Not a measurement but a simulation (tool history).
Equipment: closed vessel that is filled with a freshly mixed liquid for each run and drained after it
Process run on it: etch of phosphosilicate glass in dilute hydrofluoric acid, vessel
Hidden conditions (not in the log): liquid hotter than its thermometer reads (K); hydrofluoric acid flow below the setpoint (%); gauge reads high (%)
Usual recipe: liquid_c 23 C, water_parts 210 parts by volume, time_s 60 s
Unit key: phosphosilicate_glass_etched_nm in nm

run,hour,liquid_c,water_parts,time_s,wafers since the last listed run,hours since the thermometer was replaced,hours since the hydrofluoric acid flow meter was replaced,hours since the gauge calibration,"read-back film thickness of the phosphosilicate glass reference wafer, read on the same gauge (nm)",phosphosilicate_glass_etched_nm
1,0,23,130,60,0,2184.2,989.1,158,50.01,41.5
2,24.1,23,210,60,1647,2208.3,1013.2,182.1,50.01,23.55
3,55.9,23,210,60,2174,2240.1,1045,213.9,50.01,23.68
4,95.4,23,210,60,2700,2279.6,1084.5,253.4,50.02,23.64
5,125.1,23,210,60,2030,2309.3,1114.2,283.1,50.01,23.55
6,196.9,23,210,60,4909,2381.1,1186,354.9,49.99,23.75
7,267.6,23,210,60,4834,2451.8,1256.7,425.6,49.97,23.74
8,322.4,23,210,40,3747,2506.6,1311.5,480.4,50,15.95
9,368.4,23,210,50,3145,2552.6,1357.5,526.4,49.96,19.82
10,400.4,23,210,60,2188,2584.6,1389.5,558.4,50,23.8
11,467.9,23,210,60,4615,2652.1,1457,625.9,50.04,23.81
12,530.3,23,210,60,4266,2714.5,1519.4,688.3,50.01,23.81
# hour 542.9: thermometer replaced
13,554.9,23,210,60,1613,12,1544,712.9,50.03,22.98
14,581.6,23,210,60,1825,38.7,1570.7,739.6,50,22.95
15,632.8,23,210,60,3500,89.9,1621.9,790.8,49.99,23.05
16,666.4,21.5,135,75,2297,123.5,1655.5,824.4,50,45.84
17,704.9,23,295,60,2632,162,1694,862.9,50.02,15.02
18,761.3,18,145,60,3856,218.4,1750.4,919.3,50.03,29.44
19,820.4,23,135,60,4041,277.5,1809.5,978.4,49.99,38.9
20,865.7,20,210,60,3097,322.8,1854.8,1023.7,50.03,20.59
# hour 867.4: hydrofluoric acid flow meter replaced
21,908.7,27,270,60,2871,365.8,41.3,1066.7,50.03,19.53
22,946.7,23,210,60,2598,403.8,79.3,1104.7,50.02,23.09
23,1010.9,23,210,60,4389,468,143.5,1168.9,49.98,23

Forecast run 24:
# hour 1048.1: gauge calibrated
24,1049.4,23,210,60,2632,506.5,182,1.3,?,?

Run 24 came out at read-back film thickness of the phosphosilicate glass reference wafer, read on the same gauge (nm) 50, phosphosilicate_glass_etched_nm 23.19 nm.
With no hidden state in the tool, this same run would have given phosphosilicate_glass_etched_nm 23.01 nm.
